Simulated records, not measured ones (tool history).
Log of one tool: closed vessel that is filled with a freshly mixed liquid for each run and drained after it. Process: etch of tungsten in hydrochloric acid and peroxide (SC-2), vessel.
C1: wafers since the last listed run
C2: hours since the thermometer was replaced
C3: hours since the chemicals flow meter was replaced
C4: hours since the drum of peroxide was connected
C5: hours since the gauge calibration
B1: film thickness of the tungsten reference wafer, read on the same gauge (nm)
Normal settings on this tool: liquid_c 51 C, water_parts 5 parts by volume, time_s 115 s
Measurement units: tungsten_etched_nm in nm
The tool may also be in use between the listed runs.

run 1 hour=0 | liquid_c=51 water_parts=5 time_s=115 | C1=0 C2=921.2 C3=923.1 C4=920.4 C5=849.4 | B1=120.05 | tungsten_etched_nm=21.95
run 2 hour=27.1 | liquid_c=51 water_parts=5 time_s=115 | C1=2138 C2=948.3 C3=950.2 C4=947.5 C5=876.5 | B1=119.99 | tungsten_etched_nm=22.12
run 3 hour=86.6 | liquid_c=51 water_parts=5 time_s=115 | C1=4695 C2=1007.8 C3=1009.7 C4=1007 C5=936 | B1=119.99 | tungsten_etched_nm=22.02
run 4 hour=119.8 | liquid_c=51 water_parts=5 time_s=115 | C1=2619 C2=1041 C3=1042.9 C4=1040.2 C5=969.2 | B1=120.03 | tungsten_etched_nm=21.72
run 5 hour=143 | liquid_c=43.5 water_parts=6.5 time_s=115 | C1=1830 C2=1064.2 C3=1066.1 C4=1063.4 C5=992.4 | B1=119.97 | tungsten_etched_nm=10.92
run 6 hour=163.5 | liquid_c=43.5 water_parts=6.5 time_s=115 | C1=1617 C2=1084.7 C3=1086.6 C4=1083.9 C5=1012.9 | B1=120 | tungsten_etched_nm=10.82
-- hour=179.9 gauge calibrated
run 7 hour=188.3 | liquid_c=43.5 water_parts=6.5 time_s=115 | C1=1957 C2=1109.5 C3=1111.4 C4=1108.7 C5=8.4 | B1=120.02 | tungsten_etched_nm=10.85
-- hour=195.2 chemicals flow meter replaced
run 8 hour=219 | liquid_c=51 water_parts=5 time_s=115 | C1=2343 C2=1140.2 C3=23.8 C4=1139.4 C5=39.1 | B1=120 | tungsten_etched_nm=21.99
run 9 hour=235.9 | liquid_c=51 water_parts=5 time_s=115 | C1=1333 C2=1157.1 C3=40.7 C4=1156.3 C5=56 | B1=120.02 | tungsten_etched_nm=21.69
run 10 hour=252.8 | liquid_c=51 water_parts=5 time_s=115 | C1=1333 C2=1174 C3=57.6 C4=1173.2 C5=72.9 | B1=119.98 | tungsten_etched_nm=21.76
run 11 hour=270 | liquid_c=51 water_parts=7 time_s=115 | C1=1357 C2=1191.2 C3=74.8 C4=1190.4 C5=90.1 | B1=119.99 | tungsten_etched_nm=16.89
-- hour=280.5 thermometer replaced
run 12 hour=312.3 | liquid_c=41.5 water_parts=4 time_s=95 | C1=3259 C2=31.8 C3=117.1 C4=1232.7 C5=132.4 | B1=119.96 | tungsten_etched_nm=10.88
run 13 hour=336.5 | liquid_c=51 water_parts=6.5 time_s=135 | C1=1909 C2=56 C3=141.3 C4=1256.9 C5=156.6 | B1=120.02 | tungsten_etched_nm=20.93
-- hour=349.8 new drum of peroxide connected
run 14 hour=372.5 | liquid_c=51 water_parts=4 time_s=180 | C1=2762 C2=92 C3=177.3 C4=22.7 C5=192.6 | B1=120.01 | tungsten_etched_nm=42.7
run 15 hour=389.5 | liquid_c=51 water_parts=5 time_s=115 | C1=1341 C2=109 C3=194.3 C4=39.7 C5=209.6 | B1=120 | tungsten_etched_nm=23.4
run 16 hour=405 | liquid_c=55 water_parts=5 time_s=115 | C1=1223 C2=124.5 C3=209.8 C4=55.2 C5=225.1 | B1=120 | tungsten_etched_nm=30.15
run 17 hour=421.2 | liquid_c=42.5 water_parts=5 time_s=115 | C1=1278 C2=140.7 C3=226 C4=71.4 C5=241.3 | B1=119.97 | tungsten_etched_nm=13.08
run 18 hour=455.2 | liquid_c=51 water_parts=5 time_s=160 | C1=2683 C2=174.7 C3=260 C4=105.4 C5=275.3 | B1=119.99 | tungsten_etched_nm=32.37
run 19 hour=483.8 | liquid_c=55.5 water_parts=4 time_s=65 | C1=2256 C2=203.3 C3=288.6 C4=134 C5=303.9 | B1=120.03 | tungsten_etched_nm=20.67
run 20 hour=511.7 | liquid_c=51 water_parts=5.5 time_s=115 | C1=2201 C2=231.2 C3=316.5 C4=161.9 C5=331.8 | B1=120.01 | tungsten_etched_nm=21.71
run 21 hour=547 | liquid_c=51 water_parts=5 time_s=160 | C1=2785 C2=266.5 C3=351.8 C4=197.2 C5=367.1 | B1=120.02 | tungsten_etched_nm=32.26
run 22 hour=574.4 | liquid_c=42 water_parts=6.5 time_s=60 | C1=2162 C2=293.9 C3=379.2 C4=224.6 C5=394.5 | B1=120 | tungsten_etched_nm=5.4
run 23 hour=591.1 | liquid_c=54.5 water_parts=4 time_s=90 | C1=1317 C2=310.6 C3=395.9 C4=241.3 C5=411.2 | B1=120.03 | tungsten_etched_nm=26.55
run 24 hour=610.5 | liquid_c=60.5 water_parts=4 time_s=115 | C1=1530 C2=330 C3=415.3 C4=260.7 C5=430.6 | B1=120 | tungsten_etched_nm=49.42
run 25 hour=639.6 | liquid_c=57 water_parts=7 time_s=45 | C1=2296 C2=359.1 C3=444.4 C4=289.8 C5=459.7 | B1=119.98 | tungsten_etched_nm=10.37
run 26 hour=667.9 | liquid_c=54.5 water_parts=4 time_s=75 | C1=2233 C2=387.4 C3=472.7 C4=318.1 C5=488 | B1=119.99 | tungsten_etched_nm=21.98
run 27 hour=697.5 | liquid_c=42 water_parts=6.5 time_s=60 | C1=2335 C2=417 C3=502.3 C4=347.7 C5=517.6 | B1=119.97 | tungsten_etched_nm=5.34
run 28 hour=731.2 | liquid_c=51 water_parts=5 time_s=85 | C1=2659 C2=450.7 C3=536 C4=381.4 C5=551.3 | B1=119.99 | tungsten_etched_nm=17.07
run 29 hour=760.7 | liquid_c=51 water_parts=6 time_s=160 | C1=2327 C2=480.2 C3=565.5 C4=410.9 C5=580.8 | B1=119.97 | tungsten_etched_nm=27.69
run 30 hour=786.9 | liquid_c=44.5 water_parts=5 time_s=115 | C1=2067 C2=506.4 C3=591.7 C4=437.1 C5=607 | B1=120.03 | tungsten_etched_nm=14.73
run 31 hour=815.7 | liquid_c=51 water_parts=5 time_s=115 | C1=2272 C2=535.2 C3=620.5 C4=465.9 C5=635.8 | B1=120 | tungsten_etched_nm=22.68

For some of the steps in tungsten_etched_nm from one run to the next: how much would appear even if the tool had no hidden state, given the settings, what came in and random variation, and how much remains for the hidden state plus any gauge scatter that the measured result and the result without hidden state don't share?
Unlogged tool condition in this case: liquid colder than its thermometer reads (K); chemicals flow above the setpoint (%); peroxide weaker than its label (%); gauge reads high (%).
Run 7 -> 8: liquid_c 43.5 -> 51, water_parts 6.5 -> 5, chemicals flow meter replaced. tungsten_etched_nm +11.14 nm: hidden state -0.78, all else +11.92.
Run 12 -> 13: liquid_c 41.5 -> 51, water_parts 4 -> 6.5, time_s 95 -> 135. tungsten_etched_nm +10.05 nm: hidden state -0.85, all else +10.9.
Run 13 -> 14: water_parts 6.5 -> 4, time_s 135 -> 180, new drum of peroxide connected. tungsten_etched_nm +21.77 nm: hidden state +1.56, all else +20.21.
Run 21 -> 22: liquid_c 51 -> 42, water_parts 5 -> 6.5, time_s 160 -> 60. tungsten_etched_nm -26.86 nm: hidden state +0.29, all else -27.15.
Run 23 -> 24: liquid_c 54.5 -> 60.5, time_s 90 -> 115. tungsten_etched_nm +22.87 nm: hidden state -0.34, all else +23.21.
Run 24 -> 25: liquid_c 60.5 -> 57, water_parts 4 -> 7, time_s 115 -> 45. tungsten_etched_nm -39.05 nm: hidden state +0.52, all else -39.57.

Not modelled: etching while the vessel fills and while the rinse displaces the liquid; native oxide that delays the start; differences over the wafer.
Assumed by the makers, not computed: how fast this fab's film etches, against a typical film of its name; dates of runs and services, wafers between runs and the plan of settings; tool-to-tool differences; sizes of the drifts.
